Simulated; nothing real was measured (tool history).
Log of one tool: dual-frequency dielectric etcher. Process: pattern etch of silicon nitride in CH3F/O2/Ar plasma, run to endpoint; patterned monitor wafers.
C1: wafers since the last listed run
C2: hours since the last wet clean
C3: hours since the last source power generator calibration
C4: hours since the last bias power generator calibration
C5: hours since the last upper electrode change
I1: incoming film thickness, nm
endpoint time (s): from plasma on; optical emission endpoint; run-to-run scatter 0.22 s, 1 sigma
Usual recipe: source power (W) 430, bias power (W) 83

Run 1, hour 0.0: usual settings; C1 0; C2 668.2; C3 3338.9; C4 2641.3; C5 2532.1; I1 46.83. Result: endpoint time (s) 59.4.
At hour 47.9: wet clean of the chamber.
Run 2, hour 48.4: usual settings; C1 201; C2 0.5; C3 3387.3; C4 2689.7; C5 2580.5; I1 47.05. Result: endpoint time (s) 61.4.
Run 3, hour 232.0: usual settings; C1 1517; C2 184.1; C3 3570.9; C4 2873.3; C5 2764.1; I1 47.46. Result: endpoint time (s) 61.7.
Run 4, hour 327.6: usual settings; C1 790; C2 279.7; C3 3666.5; C4 2968.9; C5 2859.7; I1 46.96. Result: endpoint time (s) 61.2.
Run 5, hour 381.3: usual settings; C1 443; C2 333.4; C3 3720.2; C4 3022.6; C5 2913.4; I1 47.69. Result: endpoint time (s) 61.5.
Run 6, hour 481.4: usual settings; C1 827; C2 433.5; C3 3820.3; C4 3122.7; C5 3013.5; I1 47.37. Result: endpoint time (s) 61.3.
Run 7, hour 564.3: usual settings; C1 685; C2 516.4; C3 3903.2; C4 3205.6; C5 3096.4; I1 47.64. Result: endpoint time (s) 61.6.
At hour 654.4: wet clean of the chamber.
Run 8, hour 654.9: usual settings but bias power (W) 92; C1 550; C2 0.5; C3 3993.8; C4 3296.2; C5 3187.0; I1 47.46. Result: endpoint time (s) 59.4.
Run 9, hour 701.1: usual settings but source power (W) 390, bias power (W) 76; C1 381; C2 46.7; C3 4040.0; C4 3342.4; C5 3233.2; I1 47.13. Result: endpoint time (s) 66.5.
At hour 751.7: source power generator calibrated.
Run 10, hour 765.8: usual settings but bias power (W) 74; C1 501; C2 111.4; C3 14.1; C4 3407.1; C5 3297.9; I1 47.62. Result: endpoint time (s) 63.6.
Run 11, hour 828.1: usual settings; C1 514; C2 173.7; C3 76.4; C4 3469.4; C5 3360.2; I1 47.34. Result: endpoint time (s) 60.7.
Run 12, hour 923.8: usual settings; C1 790; C2 269.4; C3 172.1; C4 3565.1; C5 3455.9; I1 47.52. Result: endpoint time (s) 60.3.
Run 13, hour 964.4: usual settings but bias power (W) 96; C1 335; C2 310.0; C3 212.7; C4 3605.7; C5 3496.5; I1 46.81. Result: endpoint time (s) 56.0.
Run 14, hour 1104.4: usual settings but bias power (W) 96; C1 1156; C2 450.0; C3 352.7; C4 3745.7; C5 3636.5; I1 47.61. Result: endpoint time (s) 56.8.
Run 15, hour 1205.8: usual settings but bias power (W) 96; C1 837; C2 551.4; C3 454.1; C4 3847.1; C5 3737.9; I1 47.80. Result: endpoint time (s) 56.7.
At hour 1253.6: bias power generator calibrated.
At hour 1258.6: wet clean of the chamber.
Run 16, hour 1312.3: usual settings but source power (W) 340, bias power (W) 71; C1 805; C2 53.7; C3 560.6; C4 58.7; C5 3844.4; I1 46.60. Result: endpoint time (s) 71.5.
Run 17, hour 1380.8: usual settings but source power (W) 480, bias power (W) 96; C1 566; C2 122.2; C3 629.1; C4 127.2; C5 3912.9; I1 47.41. Result: endpoint time (s) 54.4.
At hour 1471.3: upper electrode replaced.
Run 18, hour 1471.8: usual settings but source power (W) 390, bias power (W) 76; C1 553; C2 213.2; C3 720.1; C4 218.2; C5 0.5; I1 47.10. Result: endpoint time (s) 65.3.
Run 19, hour 1506.5: usual settings but source power (W) 490, bias power (W) 71; C1 286; C2 247.9; C3 754.8; C4 252.9; C5 35.2; I1 47.77. Result: endpoint time (s) 60.9.
Run 20, hour 1566.0: usual settings but bias power (W) 89; C1 491; C2 307.4; C3 814.3; C4 312.4; C5 94.7; I1 47.04. Result: endpoint time (s) 58.1.
Run 21, hour 1638.4: usual settings but source power (W) 490; C1 598; C2 379.8; C3 886.7; C4 384.8; C5 167.1; I1 47.26. Result: endpoint time (s) 56.4.
Run 22, hour 1712.0: usual settings but source power (W) 350, bias power (W) 95; C1 608; C2 453.4; C3 960.3; C4 458.4; C5 240.7; I1 47.27. Result: endpoint time (s) 62.9.
Run 23, hour 1790.6: usual settings but source power (W) 540; C1 649; C2 532.0; C3 1038.9; C4 537.0; C5 319.3; I1 47.36. Result: endpoint time (s) 53.8.
Run 24, hour 1846.4: usual settings; C1 461; C2 587.8; C3 1094.7; C4 592.8; C5 375.1; I1 46.97. Result: endpoint time (s) 59.6.
At hour 1892.9: wet clean of the chamber.
Run 25, hour 1939.3: usual settings; C1 569; C2 46.4; C3 1187.6; C4 685.7; C5 468.0; I1 47.30. Result: endpoint time (s) 61.1.
Run 26, hour 2043.1: usual settings; C1 857; C2 150.2; C3 1291.4; C4 789.5; C5 571.8; I1 46.57. Result: endpoint time (s) 59.4.
Run 27, hour 2116.4: usual settings but source power (W) 500, bias power (W) 92; C1 605; C2 223.5; C3 1364.7; C4 862.8; C5 645.1; I1 46.61. Result: endpoint time (s) 53.5.
Run 28, hour 2222.7: usual settings but source power (W) 370, bias power (W) 100; C1 878; C2 329.8; C3 1471.0; C4 969.1; C5 751.4; I1 46.83. Result: endpoint time (s) 60.0.
Run 29, hour 2284.3: usual settings but bias power (W) 91; C1 509; C2 391.4; C3 1532.6; C4 1030.7; C5 813.0; I1 47.60. Result: endpoint time (s) 58.6.
Run 30, hour 2351.0: usual settings but source power (W) 370; C1 551; C2 458.1; C3 1599.3; C4 1097.4; C5 879.7; I1 47.18. Result: endpoint time (s) 64.7.
Run 31, hour 2395.7: usual settings but source power (W) 340, bias power (W) 95; C1 369; C2 502.8; C3 1644.0; C4 1142.1; C5 924.4; I1 46.98. Result: endpoint time (s) 63.6.
Run 32, hour 2445.4: usual settings but source power (W) 520, bias power (W) 63; C1 410; C2 552.5; C3 1693.7; C4 1191.8; C5 974.1; I1 47.12. Result: endpoint time (s) 60.6.
At hour 2515.0: wet clean of the chamber.
Run 33, hour 2522.9: usual settings but source power (W) 520; C1 442; C2 7.9; C3 1771.2; C4 1269.3; C5 1051.6; I1 46.84. Result: endpoint time (s) 55.1.
Run 34, hour 2598.2: usual settings but source power (W) 340, bias power (W) 64; C1 622; C2 83.2; C3 1846.5; C4 1344.6; C5 1126.9; I1 47.31. Result: endpoint time (s) 75.4.
Run 35, hour 2661.6: usual settings but source power (W) 460, bias power (W) 65; C1 523; C2 146.6; C3 1909.9; C4 1408.0; C5 1190.3; I1 47.37. Result: endpoint time (s) 64.5.
Run 36, hour 2702.2: usual settings but source power (W) 320; C1 335; C2 187.2; C3 1950.5; C4 1448.6; C5 1230.9; I1 47.54. Result: endpoint time (s) 70.4.

Consider 3 possible next runs. They are alternatives, not a sequence: every one starts from the tool as it was left by run 36. What does each give?
Run A, hour 2702.6: usual settings; C1 3; C2 187.6; C3 1950.9; C4 1449.0; C5 1231.3; I1 47.13. Result: endpoint time (s) ?.
Run B, hour 2702.6: usual settings but source power (W) 390, bias power (W) 103; C1 3; C2 187.6; C3 1950.9; C4 1449.0; C5 1231.3; I1 47.13. Result: endpoint time (s) ?.
Run C, hour 2702.6: usual settings but bias power (W) 65; C1 3; C2 187.6; C3 1950.9; C4 1449.0; C5 1231.3; I1 47.13. Result: endpoint time (s) ?.

run  endpoint time (s)
  A               60.2
  B               58.0
  C               66.1
Take away the tool's hidden state, keep each run's random variation, and the runs would have read:
run  endpoint time (s)
  A               60.1
  B               57.9
  C               65.9

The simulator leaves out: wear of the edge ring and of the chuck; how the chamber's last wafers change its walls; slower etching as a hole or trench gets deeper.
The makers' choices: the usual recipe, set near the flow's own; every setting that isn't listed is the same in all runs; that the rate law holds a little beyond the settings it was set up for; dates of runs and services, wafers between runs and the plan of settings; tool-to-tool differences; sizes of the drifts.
